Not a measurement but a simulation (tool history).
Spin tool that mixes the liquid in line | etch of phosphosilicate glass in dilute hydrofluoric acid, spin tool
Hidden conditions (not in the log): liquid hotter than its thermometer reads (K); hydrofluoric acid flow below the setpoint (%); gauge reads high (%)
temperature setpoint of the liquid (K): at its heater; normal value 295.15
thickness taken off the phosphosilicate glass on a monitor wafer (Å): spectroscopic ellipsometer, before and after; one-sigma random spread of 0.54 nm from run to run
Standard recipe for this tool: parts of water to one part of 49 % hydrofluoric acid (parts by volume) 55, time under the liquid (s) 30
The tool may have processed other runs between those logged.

run,hour,temperature setpoint of the liquid (K),parts of water to one part of 49 % hydrofluoric acid (parts by volume),time under the liquid (s),wafers since the last listed run,hours since the thermometer was replaced,hours since the hydrofluoric acid flow meter was replaced,hours since the gauge calibration,"read-back film thickness of the phosphosilicate glass reference wafer, read on the same gauge (nm)",thickness taken off the phosphosilicate glass on a monitor wafer (Å)
1,0.0,292.15,55,30,0,356.7,1367.8,706.4,40.00,835.6
2,16.9,292.15,55,30,150,373.6,1384.7,723.3,39.99,836.2
3,35.9,295.15,55,30,169,392.6,1403.7,742.3,39.99,942.0
4,71.5,295.15,55,30,317,428.2,1439.3,777.9,39.98,938.9
5,94.5,295.15,55,30,205,451.2,1462.3,800.9,40.02,940.5
6,128.8,295.15,55,30,305,485.5,1496.6,835.2,40.00,944.7
7,142.7,295.15,55,30,123,499.4,1510.5,849.1,40.03,933.4
8,177.9,295.15,55,30,313,534.6,1545.7,884.3,39.98,937.2
9,202.9,295.15,55,30,222,559.6,1570.7,909.3,40.01,941.6
10,219.2,295.15,55,30,145,575.9,1587.0,925.6,40.02,945.5
11,233.6,295.15,55,30,128,590.3,1601.4,940.0,40.00,947.7
12,258.2,295.15,55,30,219,614.9,1626.0,964.6,40.01,939.4
13,284.1,295.15,55,30,230,640.8,1651.9,990.5,39.98,943.8
14,315.2,295.15,75,40,277,671.9,1683.0,1021.6,40.02,894.6
15,331.1,295.15,55,30,141,687.8,1698.9,1037.5,39.95,934.4
16,360.9,291.65,45,30,265,717.6,1728.7,1067.3,40.03,997.1
# hour 430.3: gauge calibrated
17,431.9,299.15,80,30,633,788.6,1799.7,1.6,39.98,732.7
18,464.1,296.65,35,15,287,820.8,1831.9,33.8,40.02,808.9
19,485.3,299.65,65,30,189,842.0,1853.1,55.0,40.03,933.5
20,502.1,299.65,55,45,149,858.8,1869.9,71.8,40.00,1680.8
# hour 539.7: thermometer replaced
21,543.7,299.15,45,30,361,4.0,1911.5,113.4,40.00,1311.4
22,576.0,292.15,80,30,287,36.3,1943.8,145.7,40.05,530.2
23,604.1,295.15,30,20,250,64.4,1971.9,173.8,40.05,1136.6
# hour 613.8: hydrofluoric acid flow meter replaced
24,624.3,299.65,55,30,171,84.6,10.5,194.0,40.01,1188.8
25,658.5,293.15,65,15,304,118.8,44.7,228.2,40.04,380.4
26,693.5,295.15,55,30,312,153.8,79.7,263.2,40.03,989.3
27,724.2,295.15,55,15,273,184.5,110.4,293.9,39.95,489.7
28,738.3,295.15,55,30,125,198.6,124.5,308.0,39.99,973.7
29,757.3,297.65,75,20,169,217.6,143.5,327.0,40.01,520.4
30,784.7,290.65,55,30,244,245.0,170.9,354.4,40.01,816.2
31,800.7,295.15,55,30,142,261.0,186.9,370.4,39.97,983.6
32,832.4,297.15,55,30,282,292.7,218.6,402.1,39.98,1076.7

Hidden condition of the tool, last listed run before each entry between runs versus first listed run after:
From run 16 to run 17: gauge calibrated (hour 430.3)
  liquid hotter than its thermometer reads (K): 0.835 -> 0.907; hydrofluoric acid flow below the setpoint (%): 7.84 -> 8.15
  measured minus no-state result, thickness taken off the phosphosilicate glass on a monitor wafer (Å): -51.3 -> -44.3
From run 20 to run 21: thermometer replaced (hour 539.7)
  liquid hotter than its thermometer reads (K): 0.977 -> 0.027; hydrofluoric acid flow below the setpoint (%): 8.46 -> 8.65
  measured minus no-state result, thickness taken off the phosphosilicate glass on a monitor wafer (Å): -97.8 -> -131.0
From run 23 to run 24: hydrofluoric acid flow meter replaced (hour 613.8)
  liquid hotter than its thermometer reads (K): 0.0879 -> 0.108; hydrofluoric acid flow below the setpoint (%): 8.91 -> 0.834
  measured minus no-state result, thickness taken off the phosphosilicate glass on a monitor wafer (Å): -111.3 -> -5.4
